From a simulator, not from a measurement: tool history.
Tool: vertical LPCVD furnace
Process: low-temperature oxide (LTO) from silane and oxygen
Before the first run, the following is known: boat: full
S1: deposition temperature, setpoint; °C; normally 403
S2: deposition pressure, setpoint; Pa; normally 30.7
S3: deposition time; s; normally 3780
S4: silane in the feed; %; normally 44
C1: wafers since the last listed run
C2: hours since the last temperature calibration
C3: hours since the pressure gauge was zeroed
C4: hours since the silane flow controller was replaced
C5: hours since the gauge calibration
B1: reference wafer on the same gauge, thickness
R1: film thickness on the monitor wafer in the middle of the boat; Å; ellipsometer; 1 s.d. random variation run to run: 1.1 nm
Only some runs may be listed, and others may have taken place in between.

Run 1, hour 0.0: usual settings but S2 36.0 Pa; C1 0; C2 4103.6; C3 1806.7; C4 3211.1; C5 536.4; B1 608.29. Result: R1 8666.8 Å.
At hour 34.5: thermocouples replaced and temperature profile calibrated.
Run 2, hour 35.0: usual settings; C1 165; C2 0.5; C3 1841.7; C4 3246.1; C5 571.4; B1 608.94. Result: R1 7134.6 Å.
Run 3, hour 40.5: usual settings; C1 82; C2 6.0; C3 1847.2; C4 3251.6; C5 576.9; B1 609.11. Result: R1 7140.0 Å.
Run 4, hour 51.5: usual settings; C1 165; C2 17.0; C3 1858.2; C4 3262.6; C5 587.9; B1 608.56. Result: R1 7136.3 Å.
Run 5, hour 68.5: usual settings; C1 256; C2 34.0; C3 1875.2; C4 3279.6; C5 604.9; B1 608.71. Result: R1 7129.2 Å.
At hour 115.1: silane flow controller replaced.
Run 6, hour 115.6: usual settings; C1 348; C2 81.1; C3 1922.3; C4 0.5; C5 652.0; B1 608.97. Result: R1 6940.5 Å.
Run 7, hour 121.1: usual settings; C1 82; C2 86.6; C3 1927.8; C4 6.0; C5 657.5; B1 609.17. Result: R1 6941.8 Å.
Run 8, hour 136.2: usual settings; C1 227; C2 101.7; C3 1942.9; C4 21.1; C5 672.6; B1 609.40. Result: R1 6940.2 Å.
Run 9, hour 203.9: usual settings; C1 1020; C2 169.4; C3 2010.6; C4 88.8; C5 740.3; B1 609.13. Result: R1 6927.6 Å.
Run 10, hour 221.1: usual settings but S2 38.0 Pa, S3 2310 s, S4 46 %; C1 259; C2 186.6; C3 2027.8; C4 106.0; C5 757.5; B1 608.41. Result: R1 5504.7 Å.
At hour 237.7: gauge calibrated.
Run 11, hour 280.6: usual settings but S3 3150 s, S4 50 %; C1 897; C2 246.1; C3 2087.3; C4 165.5; C5 42.9; B1 609.04. Result: R1 6532.5 Å.
Run 12, hour 289.6: usual settings but S1 408 °C, S2 26.7 Pa, S3 2490 s, S4 50 %; C1 135; C2 255.1; C3 2096.3; C4 174.5; C5 51.9; B1 608.95. Result: R1 4730.9 Å.
Run 13, hour 303.2: usual settings but S1 410 °C, S2 34.0 Pa, S3 4860 s; C1 205; C2 268.7; C3 2109.9; C4 188.1; C5 65.5; B1 608.31. Result: R1 10658.2 Å.
Run 14, hour 325.1: usual settings but S4 47 %; C1 330; C2 290.6; C3 2131.8; C4 210.0; C5 87.4; B1 609.27. Result: R1 7429.3 Å.
Run 15, hour 345.1: usual settings; C1 301; C2 310.6; C3 2151.8; C4 230.0; C5 107.4; B1 609.06. Result: R1 6944.9 Å.
At hour 390.7: pressure gauge zeroed.
Run 16, hour 391.2: usual settings but S1 399 °C, S2 37.3 Pa, S3 2970 s; C1 333; C2 356.7; C3 0.5; C4 276.1; C5 153.5; B1 608.91. Result: R1 6386.7 Å.
Run 17, hour 403.6: usual settings but S2 26.0 Pa, S3 4830 s; C1 186; C2 369.1; C3 12.9; C4 288.5; C5 165.9; B1 608.81. Result: R1 7517.9 Å.
Run 18, hour 427.0: usual settings; C1 352; C2 392.5; C3 36.3; C4 311.9; C5 189.3; B1 609.00. Result: R1 6943.5 Å.
Run 19, hour 436.9: usual settings but S1 398 °C, S2 34.7 Pa; C1 149; C2 402.4; C3 46.2; C4 321.8; C5 199.2; B1 609.05. Result: R1 7440.0 Å.
Run 20, hour 456.1: usual settings; C1 289; C2 421.6; C3 65.4; C4 341.0; C5 218.4; B1 608.79. Result: R1 6944.9 Å.
Run 21, hour 465.7: usual settings but S1 409 °C, S2 28.7 Pa; C1 144; C2 431.2; C3 75.0; C4 350.6; C5 228.0; B1 609.38. Result: R1 6923.0 Å.
Run 22, hour 473.9: usual settings but S1 398 °C, S2 36.0 Pa, S3 2400 s; C1 123; C2 439.4; C3 83.2; C4 358.8; C5 236.2; B1 608.96. Result: R1 4901.1 Å.
Run 23, hour 490.3: usual settings but S1 396 °C, S3 5280 s, S4 50 %; C1 247; C2 455.8; C3 99.6; C4 375.2; C5 252.6; B1 608.89. Result: R1 10208.7 Å.
Run 24, hour 505.4: usual settings; C1 227; C2 470.9; C3 114.7; C4 390.3; C5 267.7; B1 608.80. Result: R1 6925.1 Å.
Run 25, hour 514.5: usual settings but S3 3150 s, S4 50 %; C1 137; C2 480.0; C3 123.8; C4 399.4; C5 276.8; B1 608.95. Result: R1 6541.8 Å.
Run 26, hour 530.2: usual settings but S2 36.7 Pa; C1 236; C2 495.7; C3 139.5; C4 415.1; C5 292.5; B1 608.51. Result: R1 8291.3 Å.
Run 27, hour 546.1: usual settings but S4 46 %; C1 239; C2 511.6; C3 155.4; C4 431.0; C5 308.4; B1 609.00. Result: R1 7262.3 Å.
Run 28, hour 566.6: usual settings; C1 309; C2 532.1; C3 175.9; C4 451.5; C5 328.9; B1 608.94. Result: R1 6944.5 Å.
Run 29, hour 576.8: usual settings but S2 37.3 Pa; C1 153; C2 542.3; C3 186.1; C4 461.7; C5 339.1; B1 608.71. Result: R1 8453.6 Å.
Run 30, hour 585.0: usual settings but S1 396 °C, S3 5280 s, S4 50 %; C1 123; C2 550.5; C3 194.3; C4 469.9; C5 347.3; B1 608.84. Result: R1 10191.9 Å.

Measured result minus the same run's result without the hidden state. Both carry the same run-to-run variation, though not necessarily the same gauge scatter:
Hidden conditions of the tool in this case: true tube temperature minus thermocouple reading, K; true pressure minus gauge reading, mTorr; deviation of the silane flow from its setpoint, %; gauge reads high (%).
run      R1
  1  +531.6
  2  +185.6
  3  +186.4
  4  +187.4
  5  +188.9
  6    -2.5
  7    -2.5
  8    -2.4
  9    -2.0
 10    +1.4
 11    +8.9
 12    +6.5
 13    -1.4
 14    +5.2
 15    -0.2
 16    +0.8
 17    +1.1
 18    +1.6
 19    +2.0
 20    +2.3
 21    +2.4
 22    +2.1
 23   +19.5
 24    +3.6
 25   +13.0
 26    +5.2
 27    +8.5
 28    +5.5
 29    +7.2
 30   +23.2
